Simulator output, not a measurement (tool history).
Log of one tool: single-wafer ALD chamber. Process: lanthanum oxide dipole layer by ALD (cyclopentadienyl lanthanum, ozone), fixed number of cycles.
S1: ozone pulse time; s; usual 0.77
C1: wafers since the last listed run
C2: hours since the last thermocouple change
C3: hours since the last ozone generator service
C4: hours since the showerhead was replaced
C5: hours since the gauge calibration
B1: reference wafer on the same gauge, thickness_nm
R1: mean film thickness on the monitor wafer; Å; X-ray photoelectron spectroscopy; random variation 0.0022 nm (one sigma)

{"run": 1, "day": 0.0, "S1": 0.77, "C1": 0, "C2": 4.6, "C3": 1650.6, "C4": 5814.2, "C5": 153.1, "B1": 0.399, "R1": 4.32}
{"day": 0.554, "done": "showerhead replaced"}
{"run": 2, "day": 0.575, "S1": 0.77, "C1": 67, "C2": 18.4, "C3": 1664.4, "C4": 0.5, "C5": 166.9, "B1": 0.4, "R1": 4.34}
{"run": 3, "day": 0.871, "S1": 0.77, "C1": 82, "C2": 25.5, "C3": 1671.5, "C4": 7.6, "C5": 174, "B1": 0.4, "R1": 4.34}
{"run": 4, "day": 1.304, "S1": 0.77, "C1": 120, "C2": 35.9, "C3": 1681.9, "C4": 18, "C5": 184.4, "B1": 0.4, "R1": 4.32}
{"run": 5, "day": 1.854, "S1": 0.77, "C1": 152, "C2": 49.1, "C3": 1695.1, "C4": 31.2, "C5": 197.6, "B1": 0.4, "R1": 4.34}
{"run": 6, "day": 2.362, "S1": 0.77, "C1": 140, "C2": 61.3, "C3": 1707.3, "C4": 43.4, "C5": 209.8, "B1": 0.4, "R1": 4.28}
{"run": 7, "day": 3.1, "S1": 0.61, "C1": 204, "C2": 79, "C3": 1725, "C4": 61.1, "C5": 227.5, "B1": 0.4, "R1": 3.99}
{"run": 8, "day": 3.4, "S1": 0.61, "C1": 83, "C2": 86.2, "C3": 1732.2, "C4": 68.3, "C5": 234.7, "B1": 0.4, "R1": 3.96}
{"run": 9, "day": 3.742, "S1": 0.77, "C1": 94, "C2": 94.4, "C3": 1740.4, "C4": 76.5, "C5": 242.9, "B1": 0.399, "R1": 4.32}
{"run": 10, "day": 4.121, "S1": 0.77, "C1": 105, "C2": 103.5, "C3": 1749.5, "C4": 85.6, "C5": 252, "B1": 0.399, "R1": 4.28}
{"run": 11, "day": 4.429, "S1": 1.01, "C1": 85, "C2": 110.9, "C3": 1756.9, "C4": 93, "C5": 259.4, "B1": 0.401, "R1": 4.72}
{"run": 12, "day": 5.008, "S1": 0.94, "C1": 160, "C2": 124.8, "C3": 1770.8, "C4": 106.9, "C5": 273.3, "B1": 0.4, "R1": 4.59}
{"run": 13, "day": 5.542, "S1": 0.98, "C1": 147, "C2": 137.6, "C3": 1783.6, "C4": 119.7, "C5": 286.1, "B1": 0.4, "R1": 4.63}
{"run": 14, "day": 6.196, "S1": 0.95, "C1": 181, "C2": 153.3, "C3": 1799.3, "C4": 135.4, "C5": 301.8, "B1": 0.4, "R1": 4.59}
{"day": 6.417, "done": "gauge calibrated"}
{"run": 15, "day": 6.767, "S1": 0.77, "C1": 158, "C2": 167, "C3": 1813, "C4": 149.1, "C5": 8.4, "B1": 0.399, "R1": 4.26}
{"run": 16, "day": 7.221, "S1": 0.77, "C1": 125, "C2": 177.9, "C3": 1823.9, "C4": 160, "C5": 19.3, "B1": 0.4, "R1": 4.28}
{"run": 17, "day": 7.5, "S1": 1.04, "C1": 77, "C2": 184.6, "C3": 1830.6, "C4": 166.7, "C5": 26, "B1": 0.4, "R1": 4.76}
{"run": 18, "day": 7.775, "S1": 0.77, "C1": 76, "C2": 191.2, "C3": 1837.2, "C4": 173.3, "C5": 32.6, "B1": 0.4, "R1": 4.29}
{"run": 19, "day": 8.046, "S1": 0.55, "C1": 75, "C2": 197.7, "C3": 1843.7, "C4": 179.8, "C5": 39.1, "B1": 0.401, "R1": 3.81}
{"run": 20, "day": 8.329, "S1": 0.63, "C1": 78, "C2": 204.5, "C3": 1850.5, "C4": 186.6, "C5": 45.9, "B1": 0.4, "R1": 4.01}
{"run": 21, "day": 9.021, "S1": 0.62, "C1": 191, "C2": 221.1, "C3": 1867.1, "C4": 203.2, "C5": 62.5, "B1": 0.4, "R1": 3.95}
{"run": 22, "day": 9.417, "S1": 1.07, "C1": 109, "C2": 230.6, "C3": 1876.6, "C4": 212.7, "C5": 72, "B1": 0.401, "R1": 4.78}
{"day": 10.158, "done": "ozone generator serviced"}
{"run": 23, "day": 10.179, "S1": 0.9, "C1": 118, "C2": 248.9, "C3": 0.5, "C4": 231, "C5": 90.3, "B1": 0.399, "R1": 4.95}
{"run": 24, "day": 10.446, "S1": 0.77, "C1": 73, "C2": 255.3, "C3": 6.9, "C4": 237.4, "C5": 96.7, "B1": 0.4, "R1": 4.71}
{"run": 25, "day": 10.862, "S1": 1.06, "C1": 115, "C2": 265.3, "C3": 16.9, "C4": 247.4, "C5": 106.7, "B1": 0.401, "R1": 5.19}
{"run": 26, "day": 11.188, "S1": 0.89, "C1": 90, "C2": 273.1, "C3": 24.7, "C4": 255.2, "C5": 114.5, "B1": 0.4, "R1": 4.9}
{"run": 27, "day": 11.504, "S1": 0.92, "C1": 87, "C2": 280.7, "C3": 32.3, "C4": 262.8, "C5": 122.1, "B1": 0.4, "R1": 4.97}
{"run": 28, "day": 11.983, "S1": 0.64, "C1": 132, "C2": 292.2, "C3": 43.8, "C4": 274.3, "C5": 133.6, "B1": 0.4, "R1": 4.49}
{"run": 29, "day": 12.9, "S1": 1.02, "C1": 254, "C2": 314.2, "C3": 65.8, "C4": 296.3, "C5": 155.6, "B1": 0.4, "R1": 5.1}
{"run": 30, "day": 13.254, "S1": 0.89, "C1": 98, "C2": 322.7, "C3": 74.3, "C4": 304.8, "C5": 164.1, "B1": 0.4, "R1": 4.86}
{"run": 31, "day": 13.712, "S1": 0.57, "C1": 127, "C2": 333.7, "C3": 85.3, "C4": 315.8, "C5": 175.1, "B1": 0.4, "R1": 4.28}
{"run": 32, "day": 14.008, "S1": 1.05, "C1": 82, "C2": 340.8, "C3": 92.4, "C4": 322.9, "C5": 182.2, "B1": 0.401, "R1": 5.14}
{"run": 33, "day": 14.504, "S1": 0.99, "C1": 137, "C2": 352.7, "C3": 104.3, "C4": 334.8, "C5": 194.1, "B1": 0.399, "R1": 5.05}
{"run": 34, "day": 14.892, "S1": 0.56, "C1": 107, "C2": 362, "C3": 113.6, "C4": 344.1, "C5": 203.4, "B1": 0.4, "R1": 4.21}

Forecast each of these 5 alternatives for the next run:
{"run": "A", "day": 14.908, "S1": 0.54, "C1": 4, "C2": 362.4, "C3": 114, "C4": 344.5, "C5": 203.8, "B1": "?", "R1": "?"}
{"run": "B", "day": 14.908, "S1": 0.97, "C1": 4, "C2": 362.4, "C3": 114, "C4": 344.5, "C5": 203.8, "B1": "?", "R1": "?"}
{"run": "C", "day": 14.908, "S1": 0.48, "C1": 4, "C2": 362.4, "C3": 114, "C4": 344.5, "C5": 203.8, "B1": "?", "R1": "?"}
{"run": "D", "day": 14.908, "S1": 0.46, "C1": 4, "C2": 362.4, "C3": 114, "C4": 344.5, "C5": 203.8, "B1": "?", "R1": "?"}
{"run": "E", "day": 14.908, "S1": 0.5, "C1": 4, "C2": 362.4, "C3": 114, "C4": 344.5, "C5": 203.8, "B1": "?", "R1": "?"}

run=A B1=0.4 R1=4.19
run=B B1=0.4 R1=5
run=C B1=0.4 R1=4.03
run=D B1=0.4 R1=3.98
run=E B1=0.4 R1=4.09
Without the tool's hidden state the same runs would have given:
run=A R1=4.24
run=B R1=5.04
run=C R1=4.09
run=D R1=4.03
run=E R1=4.14
